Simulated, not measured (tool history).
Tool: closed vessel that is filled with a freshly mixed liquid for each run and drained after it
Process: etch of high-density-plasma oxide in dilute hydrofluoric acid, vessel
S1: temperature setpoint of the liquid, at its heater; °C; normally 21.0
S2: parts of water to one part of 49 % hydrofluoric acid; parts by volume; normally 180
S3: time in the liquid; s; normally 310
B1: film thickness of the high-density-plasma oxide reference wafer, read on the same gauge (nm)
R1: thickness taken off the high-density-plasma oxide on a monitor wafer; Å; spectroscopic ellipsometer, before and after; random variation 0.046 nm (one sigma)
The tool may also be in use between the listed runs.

run 1 hour=0.0 | S1=21.0 S2=180 S3=310 | B1=29.99 | R1=68.8
run 2 hour=15.0 | S1=21.0 S2=180 S3=310 | B1=30.00 | R1=68.3
run 3 hour=23.5 | S1=21.0 S2=180 S3=310 | B1=30.03 | R1=69.3
run 4 hour=35.4 | S1=21.0 S2=180 S3=310 | B1=30.00 | R1=69.3
run 5 hour=41.9 | S1=21.0 S2=180 S3=310 | B1=30.00 | R1=68.9
run 6 hour=58.0 | S1=21.0 S2=180 S3=310 | B1=29.98 | R1=69.3
run 7 hour=70.1 | S1=21.0 S2=180 S3=310 | B1=30.01 | R1=69.2
run 8 hour=81.0 | S1=21.0 S2=135 S3=420 | B1=29.98 | R1=128.9
run 9 hour=89.2 | S1=21.0 S2=135 S3=420 | B1=29.97 | R1=129.6
-- hour=104.5 thermometer replaced
run 10 hour=105.5 | S1=25.0 S2=180 S3=310 | B1=30.01 | R1=76.5
run 11 hour=120.9 | S1=21.0 S2=180 S3=310 | B1=30.05 | R1=64.4
run 12 hour=132.5 | S1=21.0 S2=180 S3=310 | B1=30.01 | R1=64.4
-- hour=134.7 hydrofluoric acid flow meter replaced
run 13 hour=147.3 | S1=21.0 S2=180 S3=310 | B1=29.97 | R1=65.2
run 14 hour=157.0 | S1=18.5 S2=180 S3=395 | B1=29.99 | R1=75.8
run 15 hour=169.4 | S1=22.5 S2=180 S3=230 | B1=30.02 | R1=50.8
run 16 hour=181.2 | S1=24.5 S2=180 S3=125 | B1=30.00 | R1=30.2
-- hour=201.8 thermometer replaced, repeated, since the last time left the tool worse
-- hour=204.5 gauge calibrated
run 17 hour=227.9 | S1=21.0 S2=180 S3=310 | B1=30.05 | R1=73.1
run 18 hour=242.8 | S1=21.0 S2=180 S3=485 | B1=30.00 | R1=116.0
run 19 hour=259.3 | S1=18.5 S2=220 S3=480 | B1=30.01 | R1=81.7
run 20 hour=268.6 | S1=21.0 S2=180 S3=165 | B1=29.99 | R1=39.3
run 21 hour=275.2 | S1=21.0 S2=140 S3=310 | B1=30.00 | R1=99.9
run 22 hour=286.1 | S1=21.0 S2=215 S3=440 | B1=29.98 | R1=83.4
run 23 hour=295.3 | S1=21.0 S2=180 S3=310 | B1=29.98 | R1=73.6
run 24 hour=310.5 | S1=21.0 S2=180 S3=310 | B1=30.01 | R1=73.8
run 25 hour=318.8 | S1=24.0 S2=180 S3=310 | B1=29.99 | R1=83.1
run 26 hour=325.0 | S1=25.0 S2=205 S3=430 | B1=30.01 | R1=101.2
run 27 hour=333.9 | S1=21.0 S2=245 S3=310 | B1=30.00 | R1=50.9
run 28 hour=343.5 | S1=21.0 S2=260 S3=310 | B1=30.05 | R1=47.2
run 29 hour=351.8 | S1=21.0 S2=135 S3=420 | B1=29.98 | R1=139.3
run 30 hour=366.5 | S1=21.0 S2=180 S3=310 | B1=30.00 | R1=72.9
run 31 hour=381.7 | S1=21.0 S2=180 S3=310 | B1=30.01 | R1=73.6
run 32 hour=387.9 | S1=21.0 S2=125 S3=310 | B1=30.00 | R1=111.6

4 options for the next run, each taken on its own from the tool as it stands now. Forecast them:
run A hour=388.6 | S1=21.0 S2=180 S3=220 | B1=? | R1=?
run B hour=388.6 | S1=24.0 S2=180 S3=460 | B1=? | R1=?
run C hour=388.6 | S1=26.0 S2=230 S3=195 | B1=? | R1=?
run D hour=388.6 | S1=25.5 S2=140 S3=140 | B1=? | R1=?

run=A B1=29.98 R1=52.5
run=B B1=29.98 R1=123.0
run=C B1=29.98 R1=41.6
run=D B1=29.98 R1=53.3
Take away the tool's hidden state, keep each run's random variation, and the runs would have read:
run=A R1=52.9
run=B R1=124.0
run=C R1=41.9
run=D R1=53.8

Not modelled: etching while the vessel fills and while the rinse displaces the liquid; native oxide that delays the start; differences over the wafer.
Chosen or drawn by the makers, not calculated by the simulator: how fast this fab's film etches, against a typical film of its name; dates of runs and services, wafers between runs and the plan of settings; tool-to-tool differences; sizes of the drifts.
